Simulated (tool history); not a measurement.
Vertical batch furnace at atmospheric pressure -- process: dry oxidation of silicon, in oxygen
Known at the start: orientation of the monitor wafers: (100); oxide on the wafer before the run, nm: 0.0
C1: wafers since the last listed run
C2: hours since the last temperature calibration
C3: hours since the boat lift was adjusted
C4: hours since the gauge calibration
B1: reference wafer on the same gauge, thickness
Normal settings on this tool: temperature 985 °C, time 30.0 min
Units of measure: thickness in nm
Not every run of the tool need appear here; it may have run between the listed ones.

{"run": 1, "day": 0.0, "temperature": 985, "time": 30.0, "C1": 0, "C2": 3385.6, "C3": 4479.3, "C4": 1427.3, "B1": 27.69, "thickness": 28.31}
{"run": 2, "day": 2.429, "temperature": 985, "time": 30.0, "C1": 706, "C2": 3443.9, "C3": 4537.6, "C4": 1485.6, "B1": 27.72, "thickness": 28.5}
{"run": 3, "day": 4.75, "temperature": 985, "time": 30.0, "C1": 675, "C2": 3499.6, "C3": 4593.3, "C4": 1541.3, "B1": 27.69, "thickness": 28.6}
{"run": 4, "day": 6.783, "temperature": 985, "time": 30.0, "C1": 591, "C2": 3548.4, "C3": 4642.1, "C4": 1590.1, "B1": 27.71, "thickness": 28.5}
{"run": 5, "day": 8.596, "temperature": 985, "time": 30.0, "C1": 527, "C2": 3591.9, "C3": 4685.6, "C4": 1633.6, "B1": 27.69, "thickness": 28.67}
{"run": 6, "day": 10.325, "temperature": 985, "time": 30.0, "C1": 503, "C2": 3633.4, "C3": 4727.1, "C4": 1675.1, "B1": 27.7, "thickness": 28.69}
{"run": 7, "day": 11.696, "temperature": 985, "time": 30.0, "C1": 398, "C2": 3666.3, "C3": 4760.0, "C4": 1708.0, "B1": 27.7, "thickness": 28.44}
{"run": 8, "day": 16.425, "temperature": 985, "time": 30.0, "C1": 1376, "C2": 3779.8, "C3": 4873.5, "C4": 1821.5, "B1": 27.71, "thickness": 28.73}
{"day": 18.383, "done": "thermocouples replaced and temperature profile calibrated"}
{"run": 9, "day": 21.692, "temperature": 985, "time": 30.0, "C1": 1241, "C2": 79.4, "C3": 4999.9, "C4": 1947.9, "B1": 27.68, "thickness": 27.27}
{"run": 10, "day": 30.158, "temperature": 985, "time": 18.0, "C1": 2464, "C2": 282.6, "C3": 5203.1, "C4": 2151.1, "B1": 27.7, "thickness": 20.36}
{"day": 31.521, "done": "boat lift adjusted"}
{"run": 11, "day": 31.542, "temperature": 985, "time": 18.0, "C1": 111, "C2": 315.8, "C3": 0.5, "C4": 2184.3, "B1": 27.7, "thickness": 20.38}
{"run": 12, "day": 33.5, "temperature": 985, "time": 18.0, "C1": 569, "C2": 362.8, "C3": 47.5, "C4": 2231.3, "B1": 27.71, "thickness": 20.42}
{"run": 13, "day": 35.562, "temperature": 996, "time": 30.0, "C1": 600, "C2": 412.3, "C3": 97.0, "C4": 2280.8, "B1": 27.7, "thickness": 30.46}
{"run": 14, "day": 37.262, "temperature": 996, "time": 30.0, "C1": 494, "C2": 453.1, "C3": 137.8, "C4": 2321.6, "B1": 27.72, "thickness": 30.49}
{"run": 15, "day": 40.058, "temperature": 996, "time": 30.0, "C1": 813, "C2": 520.2, "C3": 204.9, "C4": 2388.7, "B1": 27.7, "thickness": 30.55}
{"day": 41.546, "done": "gauge calibrated"}
{"run": 16, "day": 42.283, "temperature": 996, "time": 25.0, "C1": 647, "C2": 573.6, "C3": 258.3, "C4": 17.7, "B1": 27.68, "thickness": 27.67}
{"run": 17, "day": 43.929, "temperature": 985, "time": 35.0, "C1": 479, "C2": 613.1, "C3": 297.8, "C4": 57.2, "B1": 27.69, "thickness": 29.89}
{"run": 18, "day": 46.338, "temperature": 985, "time": 30.0, "C1": 700, "C2": 670.9, "C3": 355.6, "C4": 115.0, "B1": 27.68, "thickness": 27.48}
{"run": 19, "day": 48.179, "temperature": 985, "time": 30.0, "C1": 535, "C2": 715.1, "C3": 399.8, "C4": 159.2, "B1": 27.71, "thickness": 27.37}
{"run": 20, "day": 49.271, "temperature": 985, "time": 20.0, "C1": 317, "C2": 741.3, "C3": 426.0, "C4": 185.4, "B1": 27.7, "thickness": 21.78}
{"run": 21, "day": 50.612, "temperature": 969, "time": 23.0, "C1": 390, "C2": 773.5, "C3": 458.2, "C4": 217.6, "B1": 27.7, "thickness": 20.4}
{"run": 22, "day": 51.867, "temperature": 985, "time": 30.0, "C1": 365, "C2": 803.6, "C3": 488.3, "C4": 247.7, "B1": 27.72, "thickness": 27.45}
{"run": 23, "day": 53.679, "temperature": 985, "time": 30.0, "C1": 527, "C2": 847.1, "C3": 531.8, "C4": 291.2, "B1": 27.71, "thickness": 27.44}
{"run": 24, "day": 55.688, "temperature": 985, "time": 30.0, "C1": 584, "C2": 895.3, "C3": 580.0, "C4": 339.4, "B1": 27.7, "thickness": 27.43}
{"run": 25, "day": 57.179, "temperature": 985, "time": 17.0, "C1": 434, "C2": 931.1, "C3": 615.8, "C4": 375.2, "B1": 27.7, "thickness": 19.82}
{"run": 26, "day": 59.488, "temperature": 985, "time": 30.0, "C1": 671, "C2": 986.5, "C3": 671.2, "C4": 430.6, "B1": 27.69, "thickness": 27.37}
{"run": 27, "day": 62.35, "temperature": 985, "time": 30.0, "C1": 833, "C2": 1055.2, "C3": 739.9, "C4": 499.3, "B1": 27.71, "thickness": 27.48}
{"run": 28, "day": 63.525, "temperature": 994, "time": 30.0, "C1": 341, "C2": 1083.4, "C3": 768.1, "C4": 527.5, "B1": 27.68, "thickness": 30.2}
{"run": 29, "day": 64.812, "temperature": 976, "time": 18.0, "C1": 374, "C2": 1114.3, "C3": 799.0, "C4": 558.4, "B1": 27.68, "thickness": 18.83}
{"run": 30, "day": 67.479, "temperature": 971, "time": 17.0, "C1": 776, "C2": 1178.3, "C3": 863.0, "C4": 622.4, "B1": 27.7, "thickness": 17.41}
{"run": 31, "day": 70.4, "temperature": 985, "time": 30.0, "C1": 850, "C2": 1248.4, "C3": 933.1, "C4": 692.5, "B1": 27.69, "thickness": 27.64}
{"run": 32, "day": 73.342, "temperature": 985, "time": 30.0, "C1": 856, "C2": 1319.0, "C3": 1003.7, "C4": 763.1, "B1": 27.69, "thickness": 27.46}
{"run": 33, "day": 74.479, "temperature": 965, "time": 39.0, "C1": 331, "C2": 1346.3, "C3": 1031.0, "C4": 790.4, "B1": 27.71, "thickness": 27.23}
{"run": 34, "day": 76.65, "temperature": 975, "time": 23.0, "C1": 631, "C2": 1398.4, "C3": 1083.1, "C4": 842.5, "B1": 27.7, "thickness": 21.47}
{"run": 35, "day": 77.95, "temperature": 1007, "time": 23.0, "C1": 378, "C2": 1429.6, "C3": 1114.3, "C4": 873.7, "B1": 27.69, "thickness": 29.65}
{"run": 36, "day": 79.625, "temperature": 1008, "time": 21.5, "C1": 487, "C2": 1469.8, "C3": 1154.5, "C4": 913.9, "B1": 27.69, "thickness": 28.69}
{"run": 37, "day": 85.754, "temperature": 978, "time": 18.5, "C1": 1783, "C2": 1616.9, "C3": 1301.6, "C4": 1061.0, "B1": 27.7, "thickness": 19.57}
{"run": 38, "day": 87.079, "temperature": 999, "time": 30.0, "C1": 385, "C2": 1648.7, "C3": 1333.4, "C4": 1092.8, "B1": 27.69, "thickness": 31.85}

Across each entry between runs, compare the hidden state at the last listed run before it with the hidden state at the first listed run after it:
Run 8 -> run 9: thermocouples replaced and temperature profile calibrated (day 18.383)
  true tube temperature minus thermocouple reading, K: 5.36 -> 0.261
  the result without the hidden state subtracted from the measured one, thickness: +1.49 -> +0.06 nm
Run 10 -> run 11: boat lift adjusted (day 31.521)
  true tube temperature minus thermocouple reading, K: 0.491 -> 0.528
  the result without the hidden state subtracted from the measured one, thickness: +0.11 -> +0.11 nm
Run 15 -> run 16: gauge calibrated (day 41.546)
  true tube temperature minus thermocouple reading, K: 0.76 -> 0.82
  the result without the hidden state subtracted from the measured one, thickness: +0.24 -> +0.24 nm
